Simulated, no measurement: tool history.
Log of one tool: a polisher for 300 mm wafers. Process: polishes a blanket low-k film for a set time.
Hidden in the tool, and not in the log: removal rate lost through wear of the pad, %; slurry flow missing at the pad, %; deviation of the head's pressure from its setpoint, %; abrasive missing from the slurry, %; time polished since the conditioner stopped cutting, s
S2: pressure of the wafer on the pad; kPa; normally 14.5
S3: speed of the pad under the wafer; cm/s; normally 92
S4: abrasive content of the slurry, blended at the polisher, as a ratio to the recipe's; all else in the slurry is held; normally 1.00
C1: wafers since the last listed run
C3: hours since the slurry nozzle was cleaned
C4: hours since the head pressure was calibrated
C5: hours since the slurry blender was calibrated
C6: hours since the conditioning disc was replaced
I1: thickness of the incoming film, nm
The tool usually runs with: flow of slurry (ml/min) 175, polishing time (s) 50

Run 1, day 0.000: usual settings; C1 0; wafers polished on this pad 404; C3 445.6; C4 5.8; C5 77.6; C6 18.1; I1 662.2. Result: film removed (nm) 19.8.
Run 2, day 0.292: usual settings; C1 75; wafers polished on this pad 479; C3 452.6; C4 12.8; C5 84.6; C6 25.1; I1 667.7. Result: film removed (nm) 20.2.
Run 3, day 0.958: usual settings; C1 173; wafers polished on this pad 653; C3 468.6; C4 28.8; C5 100.6; C6 41.1; I1 673.2. Result: film removed (nm) 19.7.
Run 4, day 1.521: usual settings but flow of slurry (ml/min) 120; C1 146; wafers polished on this pad 799; C3 482.1; C4 42.3; C5 114.1; C6 54.6; I1 662.1. Result: film removed (nm) 18.8.
Run 5, day 1.921: usual settings but S4 1.15; C1 103; wafers polished on this pad 903; C3 491.7; C4 51.9; C5 123.7; C6 64.2; I1 663.0. Result: film removed (nm) 21.7.
At day 2.688: worn pad replaced by a new one, of another model than before.
Run 6, day 2.708: usual settings but S3 120 cm/s, S4 0.80; C1 161; wafers polished on this pad 4; C3 510.6; C4 70.8; C5 142.6; C6 83.1; I1 666.6. Result: film removed (nm) 22.0.
Run 7, day 2.888: usual settings; C1 46; wafers polished on this pad 51; C3 514.9; C4 75.1; C5 146.9; C6 87.4; I1 667.9. Result: film removed (nm) 20.3.
Run 8, day 3.525: usual settings; C1 165; wafers polished on this pad 217; C3 530.2; C4 90.4; C5 162.2; C6 102.7; I1 658.7. Result: film removed (nm) 20.3.
Run 9, day 3.933: usual settings but flow of slurry (ml/min) 125, S2 15.9 kPa, S3 104 cm/s, S4 0.70; C1 106; wafers polished on this pad 323; C3 540.0; C4 100.2; C5 172.0; C6 112.5; I1 658.8. Result: film removed (nm) 17.5.
Run 10, day 4.421: usual settings; C1 126; wafers polished on this pad 450; C3 551.7; C4 111.9; C5 183.7; C6 124.2; I1 653.7. Result: film removed (nm) 20.1.
Run 11, day 4.892: usual settings but S3 78 cm/s, polishing time (s) 67; C1 122; wafers polished on this pad 572; C3 563.0; C4 123.2; C5 195.0; C6 135.5; I1 665.5. Result: film removed (nm) 22.9.
Run 12, day 5.400: usual settings but S4 1.10, polishing time (s) 44; C1 132; wafers polished on this pad 704; C3 575.2; C4 135.4; C5 207.2; C6 147.7; I1 659.0. Result: film removed (nm) 18.9.
At day 5.458: slurry nozzle cleaned.
Run 13, day 5.842: usual settings but S2 16.5 kPa, S3 106 cm/s, S4 1.15; C1 103; wafers polished on this pad 808; C3 9.2; C4 146.0; C5 217.8; C6 158.3; I1 659.2. Result: film removed (nm) 27.8.
Run 14, day 6.483: usual settings but S3 118 cm/s; C1 166; wafers polished on this pad 975; C3 24.6; C4 161.4; C5 233.2; C6 173.7; I1 665.5. Result: film removed (nm) 26.1.
At day 6.742: slurry blender recalibrated.
At day 7.017: worn pad replaced by a new one.
Run 15, day 7.038: usual settings but S2 17.9 kPa, S4 1.25; C1 79; wafers polished on this pad 5; C3 37.9; C4 174.7; C5 7.1; C6 187.0; I1 659.2. Result: film removed (nm) 26.8.
Run 16, day 7.250: usual settings but flow of slurry (ml/min) 190, polishing time (s) 41; C1 55; wafers polished on this pad 60; C3 43.0; C4 179.8; C5 12.2; C6 192.1; I1 660.0. Result: film removed (nm) 17.2.
Run 17, day 7.521: usual settings but S3 100 cm/s, S4 1.20, polishing time (s) 44; C1 70; wafers polished on this pad 131; C3 49.5; C4 186.3; C5 18.7; C6 198.6; I1 657.1. Result: film removed (nm) 21.7.
Run 18, day 8.112: usual settings but S2 17.9 kPa, S4 1.10; C1 153; wafers polished on this pad 285; C3 63.7; C4 200.5; C5 32.9; C6 212.8; I1 660.8. Result: film removed (nm) 24.4.
Run 19, day 9.638: usual settings; C1 396; wafers polished on this pad 681; C3 100.3; C4 237.1; C5 69.5; C6 249.4; I1 647.8. Result: film removed (nm) 20.0.
Run 20, day 10.079: usual settings but S3 62 cm/s; C1 114; wafers polished on this pad 796; C3 110.9; C4 247.7; C5 80.1; C6 260.0; I1 657.5. Result: film removed (nm) 13.6.
Run 21, day 10.688: usual settings; C1 158; wafers polished on this pad 954; C3 125.5; C4 262.3; C5 94.7; C6 274.6; I1 656.5. Result: film removed (nm) 20.8.
Run 22, day 11.067: usual settings but S3 66 cm/s, polishing time (s) 36; C1 98; wafers polished on this pad 1053; C3 134.6; C4 271.4; C5 103.8; C6 283.7; I1 645.8. Result: film removed (nm) 10.5.
At day 11.675: worn pad replaced by a new one.
Run 23, day 11.742: usual settings but flow of slurry (ml/min) 195, S2 17.9 kPa, S4 1.10, polishing time (s) 64; C1 132; wafers polished on this pad 17; C3 150.8; C4 287.6; C5 120.0; C6 299.9; I1 658.5. Result: film removed (nm) 31.8.
Run 24, day 12.354: usual settings but flow of slurry (ml/min) 205, S2 16.5 kPa, S3 112 cm/s, polishing time (s) 64; C1 159; wafers polished on this pad 176; C3 165.5; C4 302.3; C5 134.7; C6 314.6; I1 654.4. Result: film removed (nm) 34.8.
Run 25, day 12.771: usual settings but flow of slurry (ml/min) 195, S2 17.2 kPa, S3 66 cm/s, S4 1.15; C1 108; wafers polished on this pad 284; C3 175.5; C4 312.3; C5 144.7; C6 324.6; I1 655.5. Result: film removed (nm) 17.6.

What the log doesn't show, run by run:
removal rate lost through wear of the pad, %: 0 at every run
deviation of the head's pressure from its setpoint, %: 0 at every run
abrasive missing from the slurry, %: 0 at every run
time polished since the conditioner stopped cutting, s: 0 at every run
H1: slurry flow missing at the pad, %
run    H1
  1  38.5
  2  38.7
  3    39
  4  39.3
  5  39.5
  6  39.9
  7    40
  8  40.2
  9  40.4
 10  40.6
 11  40.7
 12  40.9
 13  7.07
 14  9.85
 15  12.1
 16  12.9
 17  13.9
 18  16.1
 19  20.9
 20  22.2
 21  23.9
 22  24.8
 23  26.5
 24  27.8
 25  28.7
